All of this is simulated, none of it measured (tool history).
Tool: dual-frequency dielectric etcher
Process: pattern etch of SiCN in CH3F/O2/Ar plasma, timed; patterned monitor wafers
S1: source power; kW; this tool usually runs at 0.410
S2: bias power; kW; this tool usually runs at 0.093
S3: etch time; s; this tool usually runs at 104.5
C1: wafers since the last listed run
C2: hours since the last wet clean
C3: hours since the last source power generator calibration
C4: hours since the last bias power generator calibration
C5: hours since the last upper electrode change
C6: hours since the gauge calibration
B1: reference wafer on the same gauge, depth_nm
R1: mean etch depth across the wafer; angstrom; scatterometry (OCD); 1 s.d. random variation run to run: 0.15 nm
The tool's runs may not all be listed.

| run | hour | S1 | S2 | S3 | C1 | C2 | C3 | C4 | C5 | C6 | B1 | R1 |
|---|---|---|---|---|---|---|---|---|---|---|---|---|
| 1 | 0.0 | 0.410 | 0.093 | 104.5 | 0 | 322.5 | 2418.0 | 3647.9 | 2805.6 | 23.9 | 43.17 | 438.6 |
| 2 | 23.4 | 0.410 | 0.093 | 104.5 | 173 | 345.9 | 2441.4 | 3671.3 | 2829.0 | 47.3 | 43.26 | 434.6 |
| 3 | 48.1 | 0.410 | 0.093 | 104.5 | 183 | 370.6 | 2466.1 | 3696.0 | 2853.7 | 72.0 | 43.33 | 438.4 |
| 4 | 128.7 | 0.410 | 0.093 | 104.5 | 598 | 451.2 | 2546.7 | 3776.6 | 2934.3 | 152.6 | 43.61 | 440.7 |
| 5 | 151.0 | 0.410 | 0.093 | 104.5 | 165 | 473.5 | 2569.0 | 3798.9 | 2956.6 | 174.9 | 43.59 | 441.8 |
| 6 | 164.7 | 0.410 | 0.093 | 104.5 | 101 | 487.2 | 2582.7 | 3812.6 | 2970.3 | 188.6 | 43.70 | 440.1 |
|  | 199.9 | wet clean of the chamber |
|  | 202.7 | bias power generator calibrated |
|  | 205.8 | source power generator calibrated |
| 7 | 206.3 | 0.410 | 0.093 | 104.5 | 86 | 6.4 | 0.5 | 3.6 | 3011.9 | 230.2 | 43.76 | 440.9 |
| 8 | 206.7 | 0.410 | 0.093 | 104.5 | 2 | 6.8 | 0.9 | 4.0 | 3012.3 | 230.6 | 43.72 | 440.0 |
| 9 | 221.3 | 0.410 | 0.093 | 104.5 | 108 | 21.4 | 15.5 | 18.6 | 3026.9 | 245.2 | 43.68 | 438.6 |
| 10 | 233.9 | 0.410 | 0.093 | 104.5 | 93 | 34.0 | 28.1 | 31.2 | 3039.5 | 257.8 | 43.76 | 442.2 |
| 11 | 249.6 | 0.410 | 0.093 | 104.5 | 116 | 49.7 | 43.8 | 46.9 | 3055.2 | 273.5 | 43.75 | 442.1 |
| 12 | 264.8 | 0.410 | 0.093 | 104.5 | 112 | 64.9 | 59.0 | 62.1 | 3070.4 | 288.7 | 43.77 | 446.4 |
| 13 | 279.8 | 0.480 | 0.093 | 90.5 | 111 | 79.9 | 74.0 | 77.1 | 3085.4 | 303.7 | 43.80 | 401.8 |
| 14 | 294.9 | 0.480 | 0.093 | 90.5 | 112 | 95.0 | 89.1 | 92.2 | 3100.5 | 318.8 | 43.81 | 399.5 |
|  | 331.2 | upper electrode replaced |
| 15 | 331.7 | 0.480 | 0.116 | 104.5 | 95 | 131.8 | 125.9 | 129.0 | 0.5 | 355.6 | 43.86 | 494.1 |
| 16 | 360.8 | 0.410 | 0.093 | 104.5 | 216 | 160.9 | 155.0 | 158.1 | 29.6 | 384.7 | 43.87 | 443.2 |
| 17 | 406.6 | 0.410 | 0.093 | 104.5 | 340 | 206.7 | 200.8 | 203.9 | 75.4 | 430.5 | 43.89 | 446.3 |
| 18 | 429.3 | 0.330 | 0.093 | 125.0 | 168 | 229.4 | 223.5 | 226.6 | 98.1 | 453.2 | 43.87 | 502.8 |
| 19 | 444.5 | 0.380 | 0.106 | 132.5 | 112 | 244.6 | 238.7 | 241.8 | 113.3 | 468.4 | 43.85 | 571.2 |
| 20 | 471.8 | 0.410 | 0.093 | 104.5 | 202 | 271.9 | 266.0 | 269.1 | 140.6 | 495.7 | 43.86 | 444.9 |
| 21 | 487.8 | 0.410 | 0.093 | 94.0 | 118 | 287.9 | 282.0 | 285.1 | 156.6 | 511.7 | 43.87 | 401.8 |
| 22 | 509.4 | 0.410 | 0.093 | 104.5 | 160 | 309.5 | 303.6 | 306.7 | 178.2 | 533.3 | 43.85 | 443.4 |
| 23 | 535.1 | 0.490 | 0.093 | 118.0 | 190 | 335.2 | 329.3 | 332.4 | 203.9 | 559.0 | 43.94 | 526.8 |
|  | 539.3 | gauge calibrated |
| 24 | 572.1 | 0.480 | 0.093 | 90.5 | 274 | 372.2 | 366.3 | 369.4 | 240.9 | 32.8 | 43.37 | 397.0 |
| 25 | 589.3 | 0.380 | 0.107 | 104.5 | 127 | 389.4 | 383.5 | 386.6 | 258.1 | 50.0 | 43.40 | 447.5 |
| 26 | 612.0 | 0.380 | 0.073 | 93.5 | 168 | 412.1 | 406.2 | 409.3 | 280.8 | 72.7 | 43.53 | 364.1 |
| 27 | 631.8 | 0.410 | 0.107 | 104.5 | 147 | 431.9 | 426.0 | 429.1 | 300.6 | 92.5 | 43.54 | 459.5 |
| 28 | 657.5 | 0.410 | 0.093 | 114.5 | 190 | 457.6 | 451.7 | 454.8 | 326.3 | 118.2 | 43.72 | 483.2 |
|  | 688.7 | wet clean of the chamber |
| 29 | 689.2 | 0.410 | 0.093 | 104.5 | 57 | 0.5 | 483.4 | 486.5 | 358.0 | 149.9 | 43.74 | 443.9 |
| 30 | 710.1 | 0.320 | 0.093 | 104.5 | 155 | 21.4 | 504.3 | 507.4 | 378.9 | 170.8 | 43.76 | 413.2 |

What if the next run were any one of these 4? Each begins from the tool's condition after run 30:
| A | 710.5 | 0.410 | 0.093 | 136.0 | 2 | 21.8 | 504.7 | 507.8 | 379.3 | 171.2 | ? | ? |
| B | 710.5 | 0.340 | 0.093 | 89.5 | 2 | 21.8 | 504.7 | 507.8 | 379.3 | 171.2 | ? | ? |
| C | 710.5 | 0.380 | 0.078 | 124.5 | 2 | 21.8 | 504.7 | 507.8 | 379.3 | 171.2 | ? | ? |
| D | 710.5 | 0.490 | 0.101 | 113.5 | 2 | 21.8 | 504.7 | 507.8 | 379.3 | 171.2 | ? | ? |

| run | B1 | R1 |
|---|---|---|
| A | 43.76 | 575.2 |
| B | 43.76 | 360.4 |
| C | 43.76 | 492.7 |
| D | 43.76 | 515.9 |
Without the tool's unlogged condition, the same runs would have read:
| run | R1 |
|---|---|
| A | 567.8 |
| B | 355.7 |
| C | 486.3 |
| D | 509.2 |
